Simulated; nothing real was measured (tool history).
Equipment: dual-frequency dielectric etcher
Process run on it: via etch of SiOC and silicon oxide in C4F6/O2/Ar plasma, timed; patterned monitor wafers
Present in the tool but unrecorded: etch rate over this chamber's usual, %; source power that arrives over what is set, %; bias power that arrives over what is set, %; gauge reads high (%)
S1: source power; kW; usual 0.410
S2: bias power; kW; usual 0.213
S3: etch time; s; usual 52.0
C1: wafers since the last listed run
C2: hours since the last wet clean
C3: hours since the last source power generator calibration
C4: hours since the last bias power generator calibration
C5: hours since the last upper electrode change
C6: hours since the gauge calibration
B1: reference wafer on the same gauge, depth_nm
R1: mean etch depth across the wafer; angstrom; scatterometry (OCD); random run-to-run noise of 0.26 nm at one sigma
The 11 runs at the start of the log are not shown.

run 12 hour=150.6 | S1=0.470 S2=0.213 S3=52.0 | C1=4 C2=0.8 C3=4439.3 C4=35.3 C5=5764.6 C6=567.2 | B1=84.0 | R1=748
-- hour=152.5 gauge calibrated
run 13 hour=154.2 | S1=0.410 S2=0.213 S3=52.0 | C1=52 C2=4.4 C3=4442.9 C4=38.9 C5=5768.2 C6=1.7 | B1=84.1 | R1=710
-- hour=191.8 upper electrode replaced
run 14 hour=201.9 | S1=0.480 S2=0.245 S3=43.0 | C1=345 C2=52.1 C3=4490.6 C4=86.6 C5=10.1 C6=49.4 | B1=84.0 | R1=655
run 15 hour=209.8 | S1=0.480 S2=0.228 S3=52.0 | C1=115 C2=60.0 C3=4498.5 C4=94.5 C5=18.0 C6=57.3 | B1=84.1 | R1=771
run 16 hour=220.0 | S1=0.410 S2=0.249 S3=52.0 | C1=148 C2=70.2 C3=4508.7 C4=104.7 C5=28.2 C6=67.5 | B1=84.0 | R1=750
run 17 hour=230.9 | S1=0.410 S2=0.263 S3=52.0 | C1=158 C2=81.1 C3=4519.6 C4=115.6 C5=39.1 C6=78.4 | B1=84.2 | R1=762
run 18 hour=245.5 | S1=0.460 S2=0.231 S3=61.0 | C1=212 C2=95.7 C3=4534.2 C4=130.2 C5=53.7 C6=93.0 | B1=83.8 | R1=892
run 19 hour=259.6 | S1=0.410 S2=0.162 S3=59.5 | C1=205 C2=109.8 C3=4548.3 C4=144.3 C5=67.8 C6=107.1 | B1=84.0 | R1=735
-- hour=274.2 source power generator calibrated
run 20 hour=276.9 | S1=0.410 S2=0.193 S3=60.0 | C1=193 C2=127.1 C3=2.7 C4=161.6 C5=85.1 C6=124.4 | B1=83.9 | R1=789
run 21 hour=289.8 | S1=0.410 S2=0.241 S3=65.0 | C1=187 C2=140.0 C3=15.6 C4=174.5 C5=98.0 C6=137.3 | B1=84.0 | R1=926
run 22 hour=327.2 | S1=0.330 S2=0.213 S3=60.5 | C1=544 C2=177.4 C3=53.0 C4=211.9 C5=135.4 C6=174.7 | B1=84.2 | R1=758
run 23 hour=338.9 | S1=0.410 S2=0.213 S3=52.0 | C1=170 C2=189.1 C3=64.7 C4=223.6 C5=147.1 C6=186.4 | B1=84.1 | R1=707
run 24 hour=347.2 | S1=0.410 S2=0.252 S3=44.5 | C1=120 C2=197.4 C3=73.0 C4=231.9 C5=155.4 C6=194.7 | B1=83.8 | R1=640
run 25 hour=354.6 | S1=0.480 S2=0.213 S3=45.0 | C1=107 C2=204.8 C3=80.4 C4=239.3 C5=162.8 C6=202.1 | B1=84.0 | R1=648
run 26 hour=372.5 | S1=0.410 S2=0.213 S3=52.0 | C1=260 C2=222.7 C3=98.3 C4=257.2 C5=180.7 C6=220.0 | B1=83.9 | R1=696
run 27 hour=386.1 | S1=0.370 S2=0.213 S3=38.0 | C1=198 C2=236.3 C3=111.9 C4=270.8 C5=194.3 C6=233.6 | B1=84.0 | R1=495
run 28 hour=398.2 | S1=0.480 S2=0.239 S3=52.0 | C1=176 C2=248.4 C3=124.0 C4=282.9 C5=206.4 C6=245.7 | B1=84.1 | R1=772
run 29 hour=410.3 | S1=0.410 S2=0.213 S3=52.0 | C1=176 C2=260.5 C3=136.1 C4=295.0 C5=218.5 C6=257.8 | B1=84.1 | R1=698
run 30 hour=427.0 | S1=0.490 S2=0.213 S3=52.0 | C1=243 C2=277.2 C3=152.8 C4=311.7 C5=235.2 C6=274.5 | B1=83.8 | R1=749
run 31 hour=443.6 | S1=0.480 S2=0.213 S3=52.0 | C1=241 C2=293.8 C3=169.4 C4=328.3 C5=251.8 C6=291.1 | B1=84.0 | R1=741

What if the next run were any one of these 3? Each begins from the tool's condition after run 31:
run A hour=444.0 | S1=0.410 S2=0.213 S3=52.0 | C1=5 C2=294.2 C3=169.8 C4=328.7 C5=252.2 C6=291.5 | B1=? | R1=?
run B hour=444.0 | S1=0.480 S2=0.242 S3=41.5 | C1=5 C2=294.2 C3=169.8 C4=328.7 C5=252.2 C6=291.5 | B1=? | R1=?
run C hour=444.0 | S1=0.510 S2=0.241 S3=48.0 | C1=5 C2=294.2 C3=169.8 C4=328.7 C5=252.2 C6=291.5 | B1=? | R1=?

run=A B1=83.9 R1=696
run=B B1=83.9 R1=618
run=C B1=83.9 R1=729
The same runs, with their run-to-run variation unchanged, on a tool lacking any hidden condition would have given:
run=A R1=708
run=B R1=628
run=C R1=742

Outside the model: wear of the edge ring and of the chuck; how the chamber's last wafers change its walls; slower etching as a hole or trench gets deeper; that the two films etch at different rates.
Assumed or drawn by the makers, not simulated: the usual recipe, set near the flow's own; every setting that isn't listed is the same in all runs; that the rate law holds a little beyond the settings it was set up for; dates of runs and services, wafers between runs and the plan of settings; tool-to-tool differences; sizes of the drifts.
